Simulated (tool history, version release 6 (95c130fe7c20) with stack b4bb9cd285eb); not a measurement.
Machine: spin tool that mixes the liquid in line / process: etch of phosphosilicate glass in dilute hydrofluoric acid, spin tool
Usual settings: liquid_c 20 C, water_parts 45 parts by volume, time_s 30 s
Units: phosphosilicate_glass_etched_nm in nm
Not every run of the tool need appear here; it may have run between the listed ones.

run,day,liquid_c,water_parts,time_s,wafers since the last listed run,hours since the thermometer was replaced,hours since the hydrofluoric acid flow meter was replaced,hours since the gauge calibration,"read-back film thickness of the phosphosilicate glass reference wafer, read on the same gauge (nm)",phosphosilicate_glass_etched_nm
1,0,20,45,30,0,1394.6,444.7,764.1,40,53.57
2,2.179,20,45,30,869,1446.9,497,816.4,39.98,54.06
3,3.188,20,45,30,402,1471.1,521.2,840.6,39.99,53.92
4,4.346,20,45,45,462,1498.9,549,868.4,39.98,80.59
# day 5.029: hydrofluoric acid flow meter replaced
5,6.838,20,45,45,977,1558.7,43.4,928.2,40,80.55
6,9.7,20,45,30,1142,1627.4,112.1,996.9,40.01,54.38
7,11.629,22,45,30,769,1673.7,158.4,1043.2,40,58.26
8,13.921,20,45,30,914,1728.7,213.4,1098.2,40.01,53.89
9,20.062,20,45,30,2450,1876.1,360.8,1245.6,40,53.82
10,21.312,20,45,30,498,1906.1,390.8,1275.6,40.01,54
11,24.104,20,45,30,1113,1973.1,457.8,1342.6,39.98,54.5
# day 25.375: hydrofluoric acid flow meter replaced
12,25.396,20,45,30,498,2004.1,0.5,1373.6,40,53.76
13,27.192,20,45,30,716,2047.2,43.6,1416.7,39.99,54.27
14,28.392,20,45,30,478,2076,72.4,1445.5,40,53.59
15,29.938,20,45,30,616,2113.1,109.5,1482.6,40.01,53.6
16,31.908,17.5,25,50,786,2160.4,156.8,1529.9,39.99,147.6
17,33.808,17,40,30,758,2206,202.4,1575.5,40,53.32
18,36.179,20,45,30,945,2262.9,259.3,1632.4,40,53.66
19,37.396,17,45,30,485,2292.1,288.5,1661.6,40,47.52
20,39.017,23,45,20,646,2331,327.4,1700.5,39.99,40.38
21,41.567,20,45,15,1017,2392.2,388.6,1761.7,40,26.94
22,42.638,20,45,30,427,2417.9,414.3,1787.4,39.99,53.89
# day 48.758: thermometer replaced
23,49.6,20,30,15,2761,20.2,581.4,1954.5,40.01,41.2
# day 49.717: hydrofluoric acid flow meter replaced
24,50.871,20,45,40,490,50.7,27.7,1985,40.01,71.02
# day 50.983: gauge calibrated
25,51.896,18.5,55,45,408,75.3,52.3,21.9,40,60.4
26,54.462,17.5,65,30,1024,136.9,113.9,83.5,40,32.88
27,57.121,17.5,45,30,1060,200.7,177.7,147.3,40,48.62
28,59.308,20,30,30,872,253.2,230.2,199.8,40,81.67
29,62.204,24,45,30,1155,322.7,299.7,269.3,40,63.62
30,64.854,21.5,30,25,1057,386.3,363.3,332.9,39.98,72.99
31,67.433,20,45,30,1029,448.2,425.2,394.8,40,54.05
32,72.742,23,45,30,2118,575.6,552.6,522.2,39.99,61.09

Entry by entry between the runs, the difference in hidden state between the last listed run before and the first listed run after:
Logged between run 4 and run 5: hydrofluoric acid flow meter replaced (day 5.029)
  nothing in the hidden state changes from one run to the other
Logged between run 11 and run 12: hydrofluoric acid flow meter replaced (day 25.375)
  nothing in the hidden state changes from one run to the other
Logged between run 22 and run 23: thermometer replaced (day 48.758)
  nothing in the hidden state changes from one run to the other
Logged between run 23 and run 24: hydrofluoric acid flow meter replaced (day 49.717)
  nothing in the hidden state changes from one run to the other
Logged between run 24 and run 25: gauge calibrated (day 50.983)
  nothing in the hidden state changes from one run to the other

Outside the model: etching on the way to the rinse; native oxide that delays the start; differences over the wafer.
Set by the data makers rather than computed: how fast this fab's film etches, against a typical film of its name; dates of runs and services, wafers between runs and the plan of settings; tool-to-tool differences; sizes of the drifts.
